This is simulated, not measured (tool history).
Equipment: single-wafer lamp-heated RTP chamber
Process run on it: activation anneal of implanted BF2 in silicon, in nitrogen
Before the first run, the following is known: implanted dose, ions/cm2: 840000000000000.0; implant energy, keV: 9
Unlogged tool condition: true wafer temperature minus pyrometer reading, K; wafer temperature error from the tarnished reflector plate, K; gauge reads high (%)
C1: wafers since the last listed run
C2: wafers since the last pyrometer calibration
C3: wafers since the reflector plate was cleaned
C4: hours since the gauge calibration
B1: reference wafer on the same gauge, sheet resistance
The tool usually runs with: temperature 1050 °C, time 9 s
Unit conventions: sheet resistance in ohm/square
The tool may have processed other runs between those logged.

Run 1, hour 0: usual settings; C1 0; C2 582; C3 576; C4 299; B1 283.97. Result: sheet resistance 235.29 ohm/square.
Run 2, hour 17.7: usual settings; C1 372; C2 954; C3 948; C4 316.7; B1 283.98. Result: sheet resistance 234.46 ohm/square.
Run 3, hour 50.4: usual settings; C1 688; C2 1643; C3 1637; C4 349.4; B1 283.97. Result: sheet resistance 233.92 ohm/square.
Run 4, hour 68.1: usual settings; C1 372; C2 2016; C3 2010; C4 367.1; B1 283.82. Result: sheet resistance 233.86 ohm/square.
Run 5, hour 102.2: usual settings but temperature 1074 °C; C1 718; C2 2734; C3 2728; C4 401.2; B1 283.97. Result: sheet resistance 207.6 ohm/square.
Run 6, hour 131.2: usual settings but time 12 s; C1 610; C2 3345; C3 3339; C4 430.2; B1 284.09. Result: sheet resistance 221.81 ohm/square.
Run 7, hour 161.1: usual settings but time 12 s; C1 629; C2 3975; C3 3969; C4 460.1; B1 284.15. Result: sheet resistance 220.76 ohm/square.
Run 8, hour 178.3: usual settings; C1 362; C2 4337; C3 4331; C4 477.3; B1 283.95. Result: sheet resistance 232.71 ohm/square.
Run 9, hour 201.4: usual settings; C1 486; C2 4824; C3 4818; C4 500.4; B1 283.92. Result: sheet resistance 232.08 ohm/square.
Run 10, hour 236.7: usual settings; C1 743; C2 5567; C3 5561; C4 535.7; B1 283.79. Result: sheet resistance 232.41 ohm/square.
Run 11, hour 250.2: usual settings; C1 284; C2 5852; C3 5846; C4 549.2; B1 283.91. Result: sheet resistance 232.16 ohm/square.
Run 12, hour 279.3: usual settings; C1 612; C2 6465; C3 6459; C4 578.3; B1 284.02. Result: sheet resistance 233.07 ohm/square.
At hour 295.9: reflector plate cleaned.
Run 13, hour 307.9: usual settings; C1 433; C2 6899; C3 252; C4 606.9; B1 283.72. Result: sheet resistance 232.93 ohm/square.
Run 14, hour 333.1: usual settings but time 13 s; C1 530; C2 7429; C3 783; C4 632.1; B1 283.9. Result: sheet resistance 217.39 ohm/square.
Run 15, hour 366: usual settings but time 13 s; C1 693; C2 8122; C3 1476; C4 665; B1 283.88. Result: sheet resistance 218.04 ohm/square.
At hour 399: pyrometer window cleaned and pyrometer calibrated.
Run 16, hour 399.5: usual settings; C1 537; C2 10; C3 2013; C4 698.5; B1 284. Result: sheet resistance 235.31 ohm/square.
Run 17, hour 428.6: usual settings; C1 612; C2 623; C3 2626; C4 727.6; B1 283.87. Result: sheet resistance 235.58 ohm/square.
Run 18, hour 444.8: usual settings; C1 341; C2 965; C3 2967; C4 743.8; B1 283.84. Result: sheet resistance 235.22 ohm/square.
Run 19, hour 467.9: usual settings but time 11 s; C1 486; C2 1451; C3 3454; C4 766.9; B1 284.14. Result: sheet resistance 225.5 ohm/square.
Run 20, hour 482.2: usual settings; C1 301; C2 1752; C3 3755; C4 781.2; B1 284.13. Result: sheet resistance 234.32 ohm/square.
Run 21, hour 498.4: usual settings; C1 341; C2 2094; C3 4096; C4 797.4; B1 284.04. Result: sheet resistance 234.49 ohm/square.
Run 22, hour 532.3: usual settings but temperature 1073 °C, time 4 s; C1 714; C2 2808; C3 4810; C4 831.3; B1 284.03. Result: sheet resistance 236.26 ohm/square.
At hour 564.2: reflector plate cleaned.
Run 23, hour 567.2: usual settings but time 12 s; C1 566; C2 3374; C3 63; C4 866.2; B1 284.12. Result: sheet resistance 221.11 ohm/square.
At hour 585.7: gauge calibrated.
Run 24, hour 588.2: usual settings but time 4 s; C1 442; C2 3817; C3 505; C4 2.5; B1 283.89. Result: sheet resistance 273.2 ohm/square.
Run 25, hour 608.9: usual settings but time 14 s; C1 436; C2 4253; C3 941; C4 23.2; B1 283.95. Result: sheet resistance 215.83 ohm/square.
Run 26, hour 636.3: usual settings; C1 577; C2 4830; C3 1518; C4 50.6; B1 283.98. Result: sheet resistance 231.49 ohm/square.
Run 27, hour 667.1: usual settings but temperature 1041 °C, time 13 s; C1 648; C2 5479; C3 2167; C4 81.4; B1 284.19. Result: sheet resistance 229.87 ohm/square.
Run 28, hour 701: usual settings but temperature 1076 °C, time 4 s; C1 714; C2 6193; C3 2881; C4 115.3; B1 284.01. Result: sheet resistance 229.88 ohm/square.
Run 29, hour 717.1: usual settings but temperature 1071 °C; C1 339; C2 6532; C3 3220; C4 131.4; B1 284.06. Result: sheet resistance 209.49 ohm/square.
At hour 747.3: pyrometer window cleaned and pyrometer calibrated.
Run 30, hour 748.7: usual settings but temperature 1062 °C, time 12 s; C1 497; C2 29; C3 3717; C4 163; B1 283.74. Result: sheet resistance 211.71 ohm/square.
Run 31, hour 779.6: usual settings but temperature 1070 °C, time 6 s; C1 650; C2 680; C3 4368; C4 193.9; B1 284.15. Result: sheet resistance 227.63 ohm/square.
Run 32, hour 801.3: usual settings but temperature 1022 °C, time 14 s; C1 457; C2 1137; C3 4825; C4 215.6; B1 283.94. Result: sheet resistance 260.62 ohm/square.

The next listed run, before its measurement:
Run 33, hour 821.4: usual settings but temperature 1037 °C, time 6 s; C1 423; C2 1560; C3 5249; C4 235.7; B1 ?. Result: sheet resistance ?.

{"run 33": {"B1": 283.6, "sheet resistance": 275.94}}
If the tool had no hidden condition, the same run with the same run-to-run variation would have returned sheet resistance 278.74 ohm/square.
